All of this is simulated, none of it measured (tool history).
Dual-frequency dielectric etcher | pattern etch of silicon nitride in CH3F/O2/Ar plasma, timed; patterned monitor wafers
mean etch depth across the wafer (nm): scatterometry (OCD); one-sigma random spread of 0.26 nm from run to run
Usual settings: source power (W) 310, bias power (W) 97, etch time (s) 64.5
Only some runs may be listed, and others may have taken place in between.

run	hour	source power (W)	bias power (W)	etch time (s)	read-back reference wafer on the same gauge, depth_nm	mean etch depth across the wafer (nm)
1	0	310	97	58	46.6	44.46
2	15.2	330	97	71.5	46.8	56.91
3	27.1	310	97	64.5	46.67	49.67
4	42.1	310	97	64.5	46.78	49.35
5	59.4	310	97	64.5	46.66	49.74
6	65.9	310	97	64.5	46.69	49.25
7	82.9	310	97	64.5	46.69	49.46
8	89.7	310	97	64.5	46.68	49.29
9	98.7	290	97	64.5	46.7	48.23
10	106.1	290	97	64.5	46.71	48.2
# hour 114.3: gauge calibrated
11	117	310	82	64.5	46.67	45.81
12	127.4	310	97	59	46.7	45.97
13	134.3	310	97	59	46.62	45.76
14	145.2	310	97	59	46.72	45.61
# hour 180.9: upper electrode replaced
15	181.4	370	97	64.5	46.7	54.77
16	181.8	310	97	52	46.66	40.14
17	185.7	310	97	64.5	46.79	50.63
18	195.3	310	97	64.5	46.7	50.65
# hour 209.5: source power generator calibrated
19	210	310	103	71.5	46.7	57.59
# hour 220.8: bias power generator calibrated
20	222.4	350	119	64.5	46.75	59.44
21	235.1	350	119	64.5	46.72	58.77
22	245.4	240	86	51.5	46.62	33.39
# hour 281.1: wet clean of the chamber
23	281.6	370	103	81.5	46.67	68.8
24	281.9	240	73	64.5	46.68	36.75
25	282.9	240	91	64.5	46.73	41.59
26	297.7	310	97	64.5	46.63	49
27	305.3	310	97	52.5	46.78	39.64
28	340.1	350	106	48.5	46.68	40.9
29	357.5	310	118	64.5	46.67	54.07
30	366.1	370	113	64.5	46.68	57.51
31	378.9	350	120	53	46.6	47.65

State the hidden condition of the tool at each of the runs:
source power that arrives over what is set, %: 0 in every run
bias power that arrives over what is set, %: 0 in every run
gauge reads high (%): 0 in every run
H1: etch rate over this chamber's usual, %
run	H1
1	1.64
2	1.78
3	1.88
4	2.02
5	2.17
6	2.23
7	2.38
8	2.44
9	2.52
10	2.59
11	2.69
12	2.78
13	2.84
14	2.94
15	3.27
16	3.27
17	3.3
18	3.39
19	3.52
20	3.63
21	3.75
22	3.84
23	0.298
24	0.301
25	0.31
26	0.442
27	0.51
28	0.822
29	0.978
30	1.05
31	1.17
